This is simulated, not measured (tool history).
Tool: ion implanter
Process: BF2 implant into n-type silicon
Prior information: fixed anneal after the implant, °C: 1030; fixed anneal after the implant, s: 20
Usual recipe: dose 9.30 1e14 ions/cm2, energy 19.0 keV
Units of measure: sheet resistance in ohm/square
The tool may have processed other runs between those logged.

| run | hour | dose | energy | read-back reference wafer on the same gauge, sheet resistance | sheet resistance |
|---|---|---|---|---|---|
| 1 | 0.0 | 9.30 | 19.0 | 161.86 | 160.79 |
| 2 | 12.8 | 9.30 | 19.0 | 161.90 | 160.93 |
| 3 | 29.3 | 7.31 | 14.5 | 161.95 | 196.99 |
| 4 | 59.1 | 9.30 | 19.0 | 161.66 | 160.81 |
| 5 | 89.6 | 9.30 | 19.0 | 161.96 | 160.61 |
| 6 | 122.4 | 9.30 | 19.0 | 162.01 | 159.01 |
| 7 | 147.3 | 9.30 | 19.0 | 161.85 | 159.57 |
| 8 | 170.1 | 8.57 | 19.0 | 161.85 | 166.42 |
| 9 | 195.3 | 10.92 | 21.0 | 162.23 | 143.35 |
| 10 | 225.7 | 10.83 | 13.0 | 162.05 | 164.67 |
| 11 | 256.0 | 9.30 | 19.0 | 161.90 | 159.27 |
| 12 | 279.6 | 9.30 | 19.0 | 161.75 | 158.91 |
| 13 | 297.7 | 9.30 | 21.5 | 161.93 | 153.28 |
| 14 | 327.1 | 9.30 | 22.5 | 161.94 | 152.57 |
| 15 | 342.9 | 9.30 | 19.0 | 162.21 | 160.12 |
| 16 | 370.5 | 9.30 | 25.5 | 161.89 | 146.86 |

Missing from the log above: 3 entries noted between runs. For each, name the pair of listed runs it sits between and say how the tool's hidden condition differs from the listed run just before to the listed run just after:
From run 7 to run 8: gauge calibrated (hour 153.7)
  nothing in the hidden state changes from one run to the other
From run 9 to run 10: extraction supply calibrated (hour 212.5)
  nothing in the hidden state changes from one run to the other
From run 10 to run 11: Faraday cup replaced and dose calibrated (hour 255.5)
  nothing in the hidden state changes from one run to the other
